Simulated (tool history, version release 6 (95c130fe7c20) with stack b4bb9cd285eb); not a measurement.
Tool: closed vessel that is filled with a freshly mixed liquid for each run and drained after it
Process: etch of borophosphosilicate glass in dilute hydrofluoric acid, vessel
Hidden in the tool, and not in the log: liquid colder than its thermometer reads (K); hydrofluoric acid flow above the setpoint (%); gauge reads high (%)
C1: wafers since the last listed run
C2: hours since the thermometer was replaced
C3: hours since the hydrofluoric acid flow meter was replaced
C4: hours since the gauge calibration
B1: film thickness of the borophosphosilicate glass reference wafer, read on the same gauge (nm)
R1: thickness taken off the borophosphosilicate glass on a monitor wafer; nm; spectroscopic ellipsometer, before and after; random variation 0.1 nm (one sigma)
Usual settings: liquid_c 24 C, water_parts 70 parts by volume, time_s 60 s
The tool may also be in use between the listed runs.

run 1 hour=0 | liquid_c=24 water_parts=70 time_s=60 | C1=0 C2=584.8 C3=7.4 C4=171.6 | B1=50.01 | R1=27.56
run 2 hour=66.3 | liquid_c=24 water_parts=70 time_s=60 | C1=6362 C2=651.1 C3=73.7 C4=237.9 | B1=49.98 | R1=27.72
run 3 hour=118.5 | liquid_c=24 water_parts=70 time_s=60 | C1=5009 C2=703.3 C3=125.9 C4=290.1 | B1=49.97 | R1=27.47
run 4 hour=167.8 | liquid_c=26 water_parts=60 time_s=60 | C1=4731 C2=752.6 C3=175.2 C4=339.4 | B1=49.99 | R1=35.26
run 5 hour=204.7 | liquid_c=26 water_parts=60 time_s=60 | C1=3541 C2=789.5 C3=212.1 C4=376.3 | B1=50 | R1=35.25
run 6 hour=251.4 | liquid_c=26 water_parts=60 time_s=60 | C1=4481 C2=836.2 C3=258.8 C4=423 | B1=50.01 | R1=35.2
-- hour=281.4 gauge calibrated
run 7 hour=292.7 | liquid_c=24 water_parts=70 time_s=60 | C1=3963 C2=877.5 C3=300.1 C4=11.3 | B1=50.01 | R1=27.34
run 8 hour=331.9 | liquid_c=25.5 water_parts=70 time_s=60 | C1=3761 C2=916.7 C3=339.3 C4=50.5 | B1=50.01 | R1=29.15
run 9 hour=401.1 | liquid_c=19.5 water_parts=40 time_s=60 | C1=6640 C2=985.9 C3=408.5 C4=119.7 | B1=50 | R1=41.21
run 10 hour=446.5 | liquid_c=19 water_parts=100 time_s=30 | C1=4356 C2=1031.3 C3=453.9 C4=165.1 | B1=49.98 | R1=7.55
-- hour=497.1 thermometer replaced
run 11 hour=503.4 | liquid_c=24 water_parts=70 time_s=60 | C1=5364 C2=6.3 C3=510.8 C4=222 | B1=50.01 | R1=28.01
run 12 hour=557.2 | liquid_c=24 water_parts=70 time_s=60 | C1=5162 C2=60.1 C3=564.6 C4=275.8 | B1=50.04 | R1=27.97
run 13 hour=585.8 | liquid_c=24 water_parts=70 time_s=60 | C1=2744 C2=88.7 C3=593.2 C4=304.4 | B1=50.04 | R1=27.81
-- hour=673.4 hydrofluoric acid flow meter replaced
run 14 hour=726.6 | liquid_c=24 water_parts=100 time_s=60 | C1=13415 C2=229.5 C3=53.2 C4=445.2 | B1=50.02 | R1=18.78
run 15 hour=798 | liquid_c=21 water_parts=70 time_s=60 | C1=6851 C2=300.9 C3=124.6 C4=516.6 | B1=50.01 | R1=24.56
run 16 hour=843.4 | liquid_c=24 water_parts=90 time_s=40 | C1=4356 C2=346.3 C3=170 C4=562 | B1=49.99 | R1=14.06
-- hour=852.3 gauge calibrated
run 17 hour=886.4 | liquid_c=19.5 water_parts=60 time_s=30 | C1=4126 C2=389.3 C3=213 C4=34.1 | B1=49.98 | R1=13.56

Forecast each of these 4 alternatives for the next run:
run A hour=887.1 | liquid_c=24 water_parts=70 time_s=60 | C1=67 C2=390 C3=213.7 C4=34.8 | B1=? | R1=?
run B hour=887.1 | liquid_c=20 water_parts=95 time_s=35 | C1=67 C2=390 C3=213.7 C4=34.8 | B1=? | R1=?
run C hour=887.1 | liquid_c=24 water_parts=50 time_s=60 | C1=67 C2=390 C3=213.7 C4=34.8 | B1=? | R1=?
run D hour=887.1 | liquid_c=22.5 water_parts=70 time_s=60 | C1=67 C2=390 C3=213.7 C4=34.8 | B1=? | R1=?

run=A B1=49.99 R1=27.69
run=B B1=49.99 R1=9.8
run=C B1=49.99 R1=39.78
run=D B1=49.99 R1=26.04
Without the tool's hidden state the same runs would have given:
run=A R1=27.99
run=B R1=9.91
run=C R1=40.23
run=D R1=26.33
